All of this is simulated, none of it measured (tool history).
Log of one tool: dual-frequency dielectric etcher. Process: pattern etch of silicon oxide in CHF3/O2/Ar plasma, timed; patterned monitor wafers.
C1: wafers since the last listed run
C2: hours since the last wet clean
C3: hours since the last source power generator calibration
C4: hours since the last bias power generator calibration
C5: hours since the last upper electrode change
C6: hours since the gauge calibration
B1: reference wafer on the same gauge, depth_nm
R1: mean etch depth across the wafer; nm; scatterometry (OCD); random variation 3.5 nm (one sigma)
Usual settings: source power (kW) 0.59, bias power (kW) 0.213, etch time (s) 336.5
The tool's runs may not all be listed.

run 1 day=0 | source_power_(kW)=0.59 bias_power_(kW)=0.213 etch_time_(s)=336.5 | C1=0 C2=482 C3=1593.1 C4=4230.5 C5=2888.1 C6=677.2 | B1=756.2 | R1=746.5
-- day=3.008 wet clean of the chamber
run 2 day=3.029 | source_power_(kW)=0.59 bias_power_(kW)=0.213 etch_time_(s)=336.5 | C1=209 C2=0.5 C3=1665.8 C4=4303.2 C5=2960.8 C6=749.9 | B1=755.4 | R1=743.2
run 3 day=4.779 | source_power_(kW)=0.59 bias_power_(kW)=0.213 etch_time_(s)=336.5 | C1=180 C2=42.5 C3=1707.8 C4=4345.2 C5=3002.8 C6=791.9 | B1=756.1 | R1=748.3
run 4 day=6.683 | source_power_(kW)=0.59 bias_power_(kW)=0.213 etch_time_(s)=336.5 | C1=196 C2=88.2 C3=1753.5 C4=4390.9 C5=3048.5 C6=837.6 | B1=755.8 | R1=747
run 5 day=8.95 | source_power_(kW)=0.59 bias_power_(kW)=0.213 etch_time_(s)=336.5 | C1=233 C2=142.6 C3=1807.9 C4=4445.3 C5=3102.9 C6=892 | B1=756.3 | R1=741.7
run 6 day=11.95 | source_power_(kW)=0.59 bias_power_(kW)=0.213 etch_time_(s)=336.5 | C1=309 C2=214.6 C3=1879.9 C4=4517.3 C5=3174.9 C6=964 | B1=756.4 | R1=749.6
run 7 day=13.025 | source_power_(kW)=0.59 bias_power_(kW)=0.213 etch_time_(s)=336.5 | C1=110 C2=240.4 C3=1905.7 C4=4543.1 C5=3200.7 C6=989.8 | B1=755.9 | R1=743
run 8 day=14.471 | source_power_(kW)=0.59 bias_power_(kW)=0.213 etch_time_(s)=336.5 | C1=149 C2=275.1 C3=1940.4 C4=4577.8 C5=3235.4 C6=1024.5 | B1=756.6 | R1=742.5
-- day=16.092 bias power generator calibrated
-- day=16.754 upper electrode replaced
run 9 day=16.775 | source_power_(kW)=0.59 bias_power_(kW)=0.213 etch_time_(s)=336.5 | C1=151 C2=330.4 C3=1995.7 C4=16.4 C5=0.5 C6=1079.8 | B1=756.4 | R1=743
-- day=18.429 source power generator calibrated
run 10 day=18.696 | source_power_(kW)=0.59 bias_power_(kW)=0.213 etch_time_(s)=336.5 | C1=180 C2=376.5 C3=6.4 C4=62.5 C5=46.6 C6=1125.9 | B1=756.7 | R1=746.1
-- day=19.633 gauge calibrated
run 11 day=20.279 | source_power_(kW)=0.59 bias_power_(kW)=0.213 etch_time_(s)=336.5 | C1=163 C2=414.5 C3=44.4 C4=100.5 C5=84.6 C6=15.5 | B1=756.1 | R1=741.9
run 12 day=22.158 | source_power_(kW)=0.59 bias_power_(kW)=0.18 etch_time_(s)=336.5 | C1=193 C2=459.6 C3=89.5 C4=145.6 C5=129.7 C6=60.6 | B1=755.8 | R1=713
run 13 day=24.717 | source_power_(kW)=0.59 bias_power_(kW)=0.213 etch_time_(s)=336.5 | C1=263 C2=521 C3=150.9 C4=207 C5=191.1 C6=122 | B1=756.6 | R1=749.2
run 14 day=26.517 | source_power_(kW)=0.59 bias_power_(kW)=0.252 etch_time_(s)=416 | C1=185 C2=564.2 C3=194.1 C4=250.2 C5=234.3 C6=165.2 | B1=756.5 | R1=959.4
run 15 day=29.1 | source_power_(kW)=0.59 bias_power_(kW)=0.213 etch_time_(s)=296 | C1=266 C2=626.2 C3=256.1 C4=312.2 C5=296.3 C6=227.2 | B1=755.8 | R1=655.4
-- day=31.071 wet clean of the chamber
run 16 day=31.958 | source_power_(kW)=0.44 bias_power_(kW)=0.251 etch_time_(s)=242 | C1=191 C2=21.3 C3=324.7 C4=380.8 C5=364.9 C6=295.8 | B1=755.8 | R1=458.8
run 17 day=34.488 | source_power_(kW)=0.71 bias_power_(kW)=0.188 etch_time_(s)=336.5 | C1=260 C2=82 C3=385.4 C4=441.5 C5=425.6 C6=356.5 | B1=755.3 | R1=805.4
run 18 day=35.908 | source_power_(kW)=0.59 bias_power_(kW)=0.213 etch_time_(s)=362 | C1=146 C2=116.1 C3=419.5 C4=475.6 C5=459.7 C6=390.6 | B1=755.3 | R1=798.4
run 19 day=37.092 | source_power_(kW)=0.59 bias_power_(kW)=0.253 etch_time_(s)=363 | C1=121 C2=144.5 C3=447.9 C4=504 C5=488.1 C6=419 | B1=755.9 | R1=841.7
run 20 day=41.146 | source_power_(kW)=0.59 bias_power_(kW)=0.213 etch_time_(s)=336.5 | C1=417 C2=241.8 C3=545.2 C4=601.3 C5=585.4 C6=516.3 | B1=755.3 | R1=744.4
run 21 day=42.838 | source_power_(kW)=0.52 bias_power_(kW)=0.213 etch_time_(s)=263.5 | C1=174 C2=282.4 C3=585.8 C4=641.9 C5=626 C6=556.9 | B1=755.5 | R1=543.2
run 22 day=44.883 | source_power_(kW)=0.59 bias_power_(kW)=0.213 etch_time_(s)=336.5 | C1=210 C2=331.5 C3=634.9 C4=691 C5=675.1 C6=606 | B1=755.5 | R1=750.2
run 23 day=47.25 | source_power_(kW)=0.7 bias_power_(kW)=0.247 etch_time_(s)=336.5 | C1=243 C2=388.3 C3=691.7 C4=747.8 C5=731.9 C6=662.8 | B1=755.8 | R1=860.9
run 24 day=49.046 | source_power_(kW)=0.59 bias_power_(kW)=0.193 etch_time_(s)=262.5 | C1=185 C2=431.4 C3=734.8 C4=790.9 C5=775 C6=705.9 | B1=756.3 | R1=567.8
run 25 day=50.096 | source_power_(kW)=0.72 bias_power_(kW)=0.227 etch_time_(s)=336.5 | C1=108 C2=456.6 C3=760 C4=816.1 C5=800.2 C6=731.1 | B1=755.8 | R1=853.1
run 26 day=51.288 | source_power_(kW)=0.74 bias_power_(kW)=0.213 etch_time_(s)=254.5 | C1=122 C2=485.2 C3=788.6 C4=844.7 C5=828.8 C6=759.7 | B1=756.4 | R1=638.5

Forecast each of these 5 alternatives for the next run:
run A day=51.308 | source_power_(kW)=0.59 bias_power_(kW)=0.213 etch_time_(s)=336.5 | C1=2 C2=485.7 C3=789.1 C4=845.2 C5=829.3 C6=760.2 | B1=? | R1=?
run B day=51.308 | source_power_(kW)=0.59 bias_power_(kW)=0.175 etch_time_(s)=402.5 | C1=2 C2=485.7 C3=789.1 C4=845.2 C5=829.3 C6=760.2 | B1=? | R1=?
run C day=51.308 | source_power_(kW)=0.59 bias_power_(kW)=0.213 etch_time_(s)=381.5 | C1=2 C2=485.7 C3=789.1 C4=845.2 C5=829.3 C6=760.2 | B1=? | R1=?
run D day=51.308 | source_power_(kW)=0.59 bias_power_(kW)=0.213 etch_time_(s)=251.5 | C1=2 C2=485.7 C3=789.1 C4=845.2 C5=829.3 C6=760.2 | B1=? | R1=?
run E day=51.308 | source_power_(kW)=0.65 bias_power_(kW)=0.229 etch_time_(s)=285.5 | C1=2 C2=485.7 C3=789.1 C4=845.2 C5=829.3 C6=760.2 | B1=? | R1=?

run=A B1=755.3 R1=739.4
run=B B1=755.3 R1=840.3
run=C B1=755.3 R1=838.3
run=D B1=755.3 R1=552.6
run=E B1=755.3 R1=677.4
Without the tool's hidden state the same runs would have given:
run=A R1=739.4
run=B R1=840.3
run=C R1=838.3
run=D R1=552.6
run=E R1=677.4
